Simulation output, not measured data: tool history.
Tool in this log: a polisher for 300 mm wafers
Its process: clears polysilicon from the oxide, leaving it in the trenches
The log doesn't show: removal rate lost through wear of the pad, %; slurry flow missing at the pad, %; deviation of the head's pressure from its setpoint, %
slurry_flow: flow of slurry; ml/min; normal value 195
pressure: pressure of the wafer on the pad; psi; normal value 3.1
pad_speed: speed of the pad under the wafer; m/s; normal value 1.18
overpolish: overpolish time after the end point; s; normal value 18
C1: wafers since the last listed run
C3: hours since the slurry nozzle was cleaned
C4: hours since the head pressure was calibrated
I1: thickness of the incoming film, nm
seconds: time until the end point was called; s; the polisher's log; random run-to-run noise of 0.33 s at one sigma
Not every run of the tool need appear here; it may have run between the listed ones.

run 1 hour=0.0 | slurry_flow=195 pressure=3.1 pad_speed=1.18 overpolish=21 | C1=0 wafers_polished_on_this_pad=1321 C3=138.1 C4=427.8 | I1=465.5 | seconds=32.1
-- hour=7.4 head pressure recalibrated
run 2 hour=70.4 | slurry_flow=195 pressure=3.1 pad_speed=1.18 overpolish=21 | C1=636 wafers_polished_on_this_pad=1958 C3=208.5 C4=63.0 | I1=457.2 | seconds=31.5
run 3 hour=132.6 | slurry_flow=195 pressure=3.1 pad_speed=1.18 overpolish=21 | C1=578 wafers_polished_on_this_pad=2537 C3=270.7 C4=125.2 | I1=460.7 | seconds=31.4
run 4 hour=196.5 | slurry_flow=195 pressure=3.1 pad_speed=1.18 overpolish=18 | C1=594 wafers_polished_on_this_pad=3132 C3=334.6 C4=189.1 | I1=467.9 | seconds=31.9
-- hour=207.1 worn pad replaced by a new one
run 5 hour=250.2 | slurry_flow=195 pressure=3.1 pad_speed=1.18 overpolish=18 | C1=462 wafers_polished_on_this_pad=401 C3=388.3 C4=242.8 | I1=464.5 | seconds=31.4
run 6 hour=345.5 | slurry_flow=195 pressure=3.6 pad_speed=1.18 overpolish=18 | C1=887 wafers_polished_on_this_pad=1288 C3=483.6 C4=338.1 | I1=460.0 | seconds=27.8
run 7 hour=400.3 | slurry_flow=195 pressure=3.1 pad_speed=1.50 overpolish=18 | C1=510 wafers_polished_on_this_pad=1798 C3=538.4 C4=392.9 | I1=461.5 | seconds=24.8
-- hour=478.8 slurry nozzle cleaned
-- hour=487.4 head pressure recalibrated
-- hour=555.3 worn pad replaced by a new one
run 8 hour=610.1 | slurry_flow=195 pressure=3.1 pad_speed=1.50 overpolish=18 | C1=1887 wafers_polished_on_this_pad=509 C3=131.3 C4=122.7 | I1=454.6 | seconds=24.8
run 9 hour=640.5 | slurry_flow=175 pressure=3.1 pad_speed=1.18 overpolish=18 | C1=282 wafers_polished_on_this_pad=792 C3=161.7 C4=153.1 | I1=458.4 | seconds=32.0
run 10 hour=676.2 | slurry_flow=175 pressure=3.1 pad_speed=1.18 overpolish=18 | C1=332 wafers_polished_on_this_pad=1125 C3=197.4 C4=188.8 | I1=459.2 | seconds=32.2
run 11 hour=714.4 | slurry_flow=175 pressure=3.1 pad_speed=1.18 overpolish=18 | C1=355 wafers_polished_on_this_pad=1480 C3=235.6 C4=227.0 | I1=457.0 | seconds=32.7
run 12 hour=759.7 | slurry_flow=195 pressure=3.9 pad_speed=1.18 overpolish=18 | C1=421 wafers_polished_on_this_pad=1902 C3=280.9 C4=272.3 | I1=454.3 | seconds=25.4
run 13 hour=815.0 | slurry_flow=195 pressure=3.1 pad_speed=1.18 overpolish=18 | C1=514 wafers_polished_on_this_pad=2417 C3=336.2 C4=327.6 | I1=459.4 | seconds=31.6
run 14 hour=841.1 | slurry_flow=195 pressure=3.1 pad_speed=1.18 overpolish=18 | C1=242 wafers_polished_on_this_pad=2660 C3=362.3 C4=353.7 | I1=465.3 | seconds=32.0
run 15 hour=868.5 | slurry_flow=195 pressure=3.1 pad_speed=1.18 overpolish=18 | C1=255 wafers_polished_on_this_pad=2915 C3=389.7 C4=381.1 | I1=455.8 | seconds=31.1
-- hour=888.8 worn pad replaced by a new one
run 16 hour=932.3 | slurry_flow=195 pressure=3.1 pad_speed=1.18 overpolish=21 | C1=556 wafers_polished_on_this_pad=404 C3=453.5 C4=444.9 | I1=454.9 | seconds=30.8
-- hour=938.0 head pressure recalibrated
run 17 hour=999.9 | slurry_flow=235 pressure=2.7 pad_speed=0.80 overpolish=24 | C1=610 wafers_polished_on_this_pad=1015 C3=521.1 C4=61.9 | I1=454.8 | seconds=50.5
run 18 hour=1075.4 | slurry_flow=195 pressure=3.1 pad_speed=1.38 overpolish=18 | C1=702 wafers_polished_on_this_pad=1718 C3=596.6 C4=137.4 | I1=461.3 | seconds=27.0
run 19 hour=1100.0 | slurry_flow=195 pressure=3.1 pad_speed=1.18 overpolish=18 | C1=228 wafers_polished_on_this_pad=1947 C3=621.2 C4=162.0 | I1=456.5 | seconds=31.6
run 20 hour=1156.3 | slurry_flow=195 pressure=3.1 pad_speed=1.18 overpolish=18 | C1=524 wafers_polished_on_this_pad=2471 C3=677.5 C4=218.3 | I1=464.7 | seconds=32.2
run 21 hour=1182.2 | slurry_flow=195 pressure=3.1 pad_speed=1.60 overpolish=9 | C1=241 wafers_polished_on_this_pad=2712 C3=703.4 C4=244.2 | I1=456.9 | seconds=23.8
-- hour=1211.7 slurry nozzle cleaned
-- hour=1224.8 worn pad replaced by a new one
run 22 hour=1253.8 | slurry_flow=195 pressure=3.1 pad_speed=1.18 overpolish=22 | C1=619 wafers_polished_on_this_pad=270 C3=42.1 C4=315.8 | I1=467.8 | seconds=32.2
run 23 hour=1286.6 | slurry_flow=195 pressure=3.1 pad_speed=1.02 overpolish=28 | C1=305 wafers_polished_on_this_pad=575 C3=74.9 C4=348.6 | I1=460.6 | seconds=36.0
run 24 hour=1335.0 | slurry_flow=195 pressure=2.2 pad_speed=1.48 overpolish=12 | C1=450 wafers_polished_on_this_pad=1026 C3=123.3 C4=397.0 | I1=458.9 | seconds=34.4
-- hour=1369.3 head pressure recalibrated
run 25 hour=1382.3 | slurry_flow=195 pressure=2.1 pad_speed=1.30 overpolish=18 | C1=421 wafers_polished_on_this_pad=1447 C3=170.6 C4=13.0 | I1=455.6 | seconds=40.5
run 26 hour=1415.0 | slurry_flow=195 pressure=3.1 pad_speed=1.18 overpolish=18 | C1=304 wafers_polished_on_this_pad=1752 C3=203.3 C4=45.7 | I1=467.4 | seconds=32.6
run 27 hour=1474.7 | slurry_flow=240 pressure=2.7 pad_speed=1.18 overpolish=24 | C1=555 wafers_polished_on_this_pad=2307 C3=263.0 C4=105.4 | I1=461.4 | seconds=35.6
run 28 hour=1542.9 | slurry_flow=220 pressure=3.1 pad_speed=1.18 overpolish=18 | C1=634 wafers_polished_on_this_pad=2942 C3=331.2 C4=173.6 | I1=462.0 | seconds=31.4

Below are 5 alternative next runs, each starting from the tool's condition after run 28. Predict each:
run A hour=1543.3 | slurry_flow=195 pressure=3.1 pad_speed=1.18 overpolish=18 | C1=3 wafers_polished_on_this_pad=2946 C3=331.6 C4=174.0 | I1=460.5 | seconds=?
run B hour=1543.3 | slurry_flow=195 pressure=3.1 pad_speed=1.18 overpolish=25 | C1=3 wafers_polished_on_this_pad=2946 C3=331.6 C4=174.0 | I1=460.5 | seconds=?
run C hour=1543.3 | slurry_flow=240 pressure=3.5 pad_speed=1.44 overpolish=23 | C1=3 wafers_polished_on_this_pad=2946 C3=331.6 C4=174.0 | I1=460.5 | seconds=?
run D hour=1543.3 | slurry_flow=240 pressure=3.7 pad_speed=1.32 overpolish=9 | C1=3 wafers_polished_on_this_pad=2946 C3=331.6 C4=174.0 | I1=460.5 | seconds=?
run E hour=1543.3 | slurry_flow=165 pressure=2.1 pad_speed=1.40 overpolish=7 | C1=3 wafers_polished_on_this_pad=2946 C3=331.6 C4=174.0 | I1=460.5 | seconds=?

run=A seconds=31.8
run=B seconds=31.8
run=C seconds=22.7
run=D seconds=23.5
run=E seconds=39.2
Without the tool's hidden state the same runs would have given:
run=A seconds=31.8
run=B seconds=31.8
run=C seconds=22.7
run=D seconds=23.5
run=E seconds=39.2
